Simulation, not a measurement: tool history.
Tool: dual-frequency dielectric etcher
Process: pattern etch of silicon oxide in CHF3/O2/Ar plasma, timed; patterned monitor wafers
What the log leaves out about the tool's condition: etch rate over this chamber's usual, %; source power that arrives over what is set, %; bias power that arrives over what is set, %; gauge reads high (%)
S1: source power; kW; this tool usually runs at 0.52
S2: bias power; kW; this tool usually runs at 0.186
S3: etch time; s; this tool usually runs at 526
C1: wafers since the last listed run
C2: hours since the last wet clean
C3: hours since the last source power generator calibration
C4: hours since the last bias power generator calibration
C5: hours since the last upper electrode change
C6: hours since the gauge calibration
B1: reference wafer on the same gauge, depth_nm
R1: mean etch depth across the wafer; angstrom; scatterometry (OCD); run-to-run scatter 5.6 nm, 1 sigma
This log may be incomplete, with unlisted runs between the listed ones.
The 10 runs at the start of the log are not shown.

run   hour    S1     S2     S3   C1     C2     C3      C4     C5     C6      B1     R1
 11  326.9  0.52  0.173  597.5   64   97.1  109.3  3577.4   85.1  578.2  1017.2   9946
 12  407.9  0.52  0.173  597.5  251  178.1  190.3  3658.4  166.1  659.2  1013.2   9971
 13  460.3  0.52  0.186    526  162  230.5  242.7  3710.8  218.5  711.6    1014   9104
 14  474.8  0.52  0.186    526   44    245  257.2  3725.3    233  726.1  1014.3   9110
 15  499.4  0.52  0.173  597.5   76  269.6  281.8  3749.9  257.6  750.7  1013.1  10099
 16  515.3  0.52  0.221    526   49  285.5  297.7  3765.8  273.5  766.6  1015.5   9660
 17  528.5  0.59  0.186    526   40  298.7  310.9    3779  286.7  779.8  1012.6   9506
 18    595   0.4  0.228  603.5  206  365.2  377.4  3845.5  353.2  846.3  1016.1  10577
 19  618.5  0.59  0.186  372.5   72  388.7  400.9    3869  376.7  869.8  1014.1   6784
     630.8  -- bias power generator calibrated
     634.2  -- gauge calibrated
 20  653.4  0.64  0.186  632.5   95  423.6  435.8    22.6  411.6   19.2  1017.2  11565
 21  677.2  0.52  0.186    526   73  447.4  459.6    46.4  435.4     43  1010.5   9271
 22  702.9  0.52  0.186    593   79  473.1  485.3    72.1  461.1   68.7  1013.1  10430
 23  732.8  0.52  0.218    526   92    503  515.2     102    491   98.6  1014.4   9791
     771.4  -- wet clean of the chamber
 24    789  0.59  0.186    526   99   17.6  571.4   158.2  547.2  154.8  1014.3   9287
 25  801.4  0.52  0.214    526   38     30  583.8   170.6  559.6  167.2  1013.5   9392
 26  832.8  0.52  0.186  439.5   97   61.4  615.2     202    591  198.6  1014.4   7469
 27  857.8  0.52  0.229  637.5   77   86.4  640.2     227    616  223.6    1017  11651
 28    885  0.52  0.186    526   84  113.6  667.4   254.2  643.2  250.8  1010.5   8872
 29  917.8  0.52  0.207    480  101  146.4  700.2     287    676  283.6  1012.2   8524
 30  949.7  0.52  0.146    526   98  178.3  732.1   318.9  707.9  315.5  1013.2   8394
 31    970  0.52   0.17    526   62  198.6  752.4   339.2  728.2  335.8  1014.2   8715

Branching from run 31: 3 alternative next runs. What would each branch give?
  A  970.6  0.52  0.186  526   1  199.2  753  339.8  728.8  336.4   ?   ?
  B  970.6  0.42  0.186  526   1  199.2  753  339.8  728.8  336.4   ?   ?
  C  970.6  0.42   0.17  526   1  199.2  753  339.8  728.8  336.4   ?   ?

run      B1    R1
  A  1019.4  9044
  B  1019.4  8579
  C  1019.4  8338
Without the tool's hidden state the same runs would have given:
run    R1
  A  8873
  B  8417
  C  8180
